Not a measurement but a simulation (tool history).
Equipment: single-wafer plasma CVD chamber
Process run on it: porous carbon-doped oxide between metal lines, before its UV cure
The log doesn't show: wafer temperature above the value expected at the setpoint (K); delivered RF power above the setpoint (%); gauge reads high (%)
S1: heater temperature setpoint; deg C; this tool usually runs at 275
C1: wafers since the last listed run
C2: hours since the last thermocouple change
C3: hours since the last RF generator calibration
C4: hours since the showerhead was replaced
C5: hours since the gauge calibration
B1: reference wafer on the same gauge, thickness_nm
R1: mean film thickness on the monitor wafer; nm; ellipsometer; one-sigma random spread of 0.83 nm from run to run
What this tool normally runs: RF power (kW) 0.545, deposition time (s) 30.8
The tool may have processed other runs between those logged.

{"run": 1, "hour": 0.0, "S1": 275, "RF power (kW)": 0.545, "deposition time (s)": 30.8, "C1": 0, "C2": 1134.9, "C3": 610.6, "C4": 5915.7, "C5": 378.2, "B1": 172.02, "R1": 215.309}
{"run": 2, "hour": 24.8, "S1": 275, "RF power (kW)": 0.46, "deposition time (s)": 30.8, "C1": 581, "C2": 1159.7, "C3": 635.4, "C4": 5940.5, "C5": 403, "B1": 171.937, "R1": 186.956}
{"run": 3, "hour": 73.8, "S1": 275, "RF power (kW)": 0.46, "deposition time (s)": 30.8, "C1": 1148, "C2": 1208.7, "C3": 684.4, "C4": 5989.5, "C5": 452, "B1": 172.093, "R1": 188.555}
{"run": 4, "hour": 138.3, "S1": 275, "RF power (kW)": 0.605, "deposition time (s)": 30.8, "C1": 1512, "C2": 1273.2, "C3": 748.9, "C4": 6054, "C5": 516.5, "B1": 172.313, "R1": 232.923}
{"run": 5, "hour": 193.9, "S1": 275, "RF power (kW)": 0.545, "deposition time (s)": 30.8, "C1": 1303, "C2": 1328.8, "C3": 804.5, "C4": 6109.6, "C5": 572.1, "B1": 171.992, "R1": 214.864}
{"run": 6, "hour": 230.5, "S1": 275, "RF power (kW)": 0.545, "deposition time (s)": 30.8, "C1": 858, "C2": 1365.4, "C3": 841.1, "C4": 6146.2, "C5": 608.7, "B1": 172.244, "R1": 213.916}
{"run": 7, "hour": 267.2, "S1": 275, "RF power (kW)": 0.545, "deposition time (s)": 30.8, "C1": 860, "C2": 1402.1, "C3": 877.8, "C4": 6182.9, "C5": 645.4, "B1": 171.771, "R1": 217.028}
{"run": 8, "hour": 331.1, "S1": 275, "RF power (kW)": 0.545, "deposition time (s)": 30.8, "C1": 1498, "C2": 1466, "C3": 941.7, "C4": 6246.8, "C5": 709.3, "B1": 172.006, "R1": 215.856}
{"hour": 373.2, "done": "gauge calibrated"}
{"run": 9, "hour": 377.4, "S1": 275, "RF power (kW)": 0.545, "deposition time (s)": 30.8, "C1": 1085, "C2": 1512.3, "C3": 988, "C4": 6293.1, "C5": 4.2, "B1": 172.127, "R1": 214.349}
{"hour": 391.8, "done": "showerhead replaced"}
{"run": 10, "hour": 422.1, "S1": 275, "RF power (kW)": 0.545, "deposition time (s)": 34.4, "C1": 860, "C2": 1557, "C3": 1032.7, "C4": 30.3, "C5": 48.9, "B1": 172.102, "R1": 241.329}
{"hour": 471.0, "done": "RF generator calibrated"}
{"run": 11, "hour": 484.5, "S1": 275, "RF power (kW)": 0.545, "deposition time (s)": 34.4, "C1": 1275, "C2": 1619.4, "C3": 13.5, "C4": 92.7, "C5": 111.3, "B1": 172.059, "R1": 241.522}
{"run": 12, "hour": 520.4, "S1": 275, "RF power (kW)": 0.46, "deposition time (s)": 30.8, "C1": 841, "C2": 1655.3, "C3": 49.4, "C4": 128.6, "C5": 147.2, "B1": 172.025, "R1": 188.479}
{"run": 13, "hour": 545.7, "S1": 275, "RF power (kW)": 0.58, "deposition time (s)": 33.8, "C1": 593, "C2": 1680.6, "C3": 74.7, "C4": 153.9, "C5": 172.5, "B1": 172.003, "R1": 247.082}
{"hour": 590.2, "done": "thermocouple changed; heater temperature recalibrated"}
{"run": 14, "hour": 591.3, "S1": 262, "RF power (kW)": 0.545, "deposition time (s)": 30.8, "C1": 881, "C2": 1.1, "C3": 120.3, "C4": 199.5, "C5": 218.1, "B1": 172.061, "R1": 225.319}
{"run": 15, "hour": 644.8, "S1": 284, "RF power (kW)": 0.545, "deposition time (s)": 33.4, "C1": 1254, "C2": 54.6, "C3": 173.8, "C4": 253, "C5": 271.6, "B1": 171.989, "R1": 215.29}
{"run": 16, "hour": 678.7, "S1": 275, "RF power (kW)": 0.49, "deposition time (s)": 28.3, "C1": 794, "C2": 88.5, "C3": 207.7, "C4": 286.9, "C5": 305.5, "B1": 172.092, "R1": 177.366}
{"run": 17, "hour": 741.6, "S1": 285, "RF power (kW)": 0.49, "deposition time (s)": 30.8, "C1": 1474, "C2": 151.4, "C3": 270.6, "C4": 349.8, "C5": 368.4, "B1": 171.76, "R1": 183.492}
{"run": 18, "hour": 767.3, "S1": 275, "RF power (kW)": 0.58, "deposition time (s)": 36.2, "C1": 602, "C2": 177.1, "C3": 296.3, "C4": 375.5, "C5": 394.1, "B1": 171.977, "R1": 259.602}
{"run": 19, "hour": 946.2, "S1": 275, "RF power (kW)": 0.545, "deposition time (s)": 30.8, "C1": 4194, "C2": 356, "C3": 475.2, "C4": 554.4, "C5": 573, "B1": 172.019, "R1": 212.152}
{"run": 20, "hour": 984.9, "S1": 262, "RF power (kW)": 0.595, "deposition time (s)": 30.8, "C1": 907, "C2": 394.7, "C3": 513.9, "C4": 593.1, "C5": 611.7, "B1": 172.035, "R1": 245.639}
{"run": 21, "hour": 1013.6, "S1": 275, "RF power (kW)": 0.545, "deposition time (s)": 30.8, "C1": 672, "C2": 423.4, "C3": 542.6, "C4": 621.8, "C5": 640.4, "B1": 171.94, "R1": 211.517}

What does the tool deliver on the next run?
{"hour": 1031.8, "done": "gauge calibrated"}
{"run": 22, "hour": 1142.2, "S1": 275, "RF power (kW)": 0.545, "deposition time (s)": 36.7, "C1": 3015, "C2": 552, "C3": 671.2, "C4": 750.4, "C5": 110.4, "B1": "?", "R1": "?"}

Run 22 gave B1 172.059, R1 251.631 nm.
Take away the tool's hidden state, keep the run-to-run variation as it was, and the same run would have given R1 247.343 nm.

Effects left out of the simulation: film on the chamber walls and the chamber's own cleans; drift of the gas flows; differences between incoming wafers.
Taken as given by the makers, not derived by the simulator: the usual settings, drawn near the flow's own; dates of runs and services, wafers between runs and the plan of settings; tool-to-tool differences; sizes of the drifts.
